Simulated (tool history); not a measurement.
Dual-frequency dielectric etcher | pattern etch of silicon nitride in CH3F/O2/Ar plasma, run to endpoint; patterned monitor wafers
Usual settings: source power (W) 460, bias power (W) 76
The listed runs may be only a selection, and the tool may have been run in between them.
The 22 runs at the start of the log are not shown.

run	hour	source power (W)	bias power (W)	wafers since the last listed run	hours since the last wet clean	hours since the last source power generator calibration	hours since the last bias power generator calibration	hours since the last upper electrode change	incoming incoming film thickness, nm	endpoint time (s)
23	1177.2	540	76	360	247.1	56.2	133.2	176.3	57.6	66
24	1220.7	400	67	479	290.6	99.7	176.7	219.8	57.2	76.7
25	1248.9	370	81	310	318.8	127.9	204.9	248	58.6	77.7
26	1280.4	460	76	347	350.3	159.4	236.4	279.5	57.3	70.5
27	1317.6	410	89	409	387.5	196.6	273.6	316.7	57.8	71.6
28	1344.4	460	65	295	414.3	223.4	300.4	343.5	57.5	73.3
29	1386.2	460	84	460	456.1	265.2	342.2	385.3	57.9	69.6
30	1437	350	68	559	506.9	316	393	436.1	57.7	81.5
31	1497.9	460	80	671	567.8	376.9	453.9	497	58.1	70.9
32	1532.1	460	76	376	602	411.1	488.1	531.2	57.6	70.9

Here are 5 independent what-if runs from the current tool condition. What would each one return?
A	1532.5	460	76	4	602.4	411.5	488.5	531.6	57.5	?
B	1532.5	350	86	4	602.4	411.5	488.5	531.6	57.5	?
C	1532.5	500	70	4	602.4	411.5	488.5	531.6	57.5	?
D	1532.5	560	76	4	602.4	411.5	488.5	531.6	57.5	?
E	1532.5	420	92	4	602.4	411.5	488.5	531.6	57.5	?

run	endpoint time (s)
A	71.1
B	77.2
C	70
D	65.7
E	70.6
Without the tool's unlogged condition, the same runs would have read:
run	endpoint time (s)
A	71.1
B	77.2
C	70
D	65.7
E	70.6

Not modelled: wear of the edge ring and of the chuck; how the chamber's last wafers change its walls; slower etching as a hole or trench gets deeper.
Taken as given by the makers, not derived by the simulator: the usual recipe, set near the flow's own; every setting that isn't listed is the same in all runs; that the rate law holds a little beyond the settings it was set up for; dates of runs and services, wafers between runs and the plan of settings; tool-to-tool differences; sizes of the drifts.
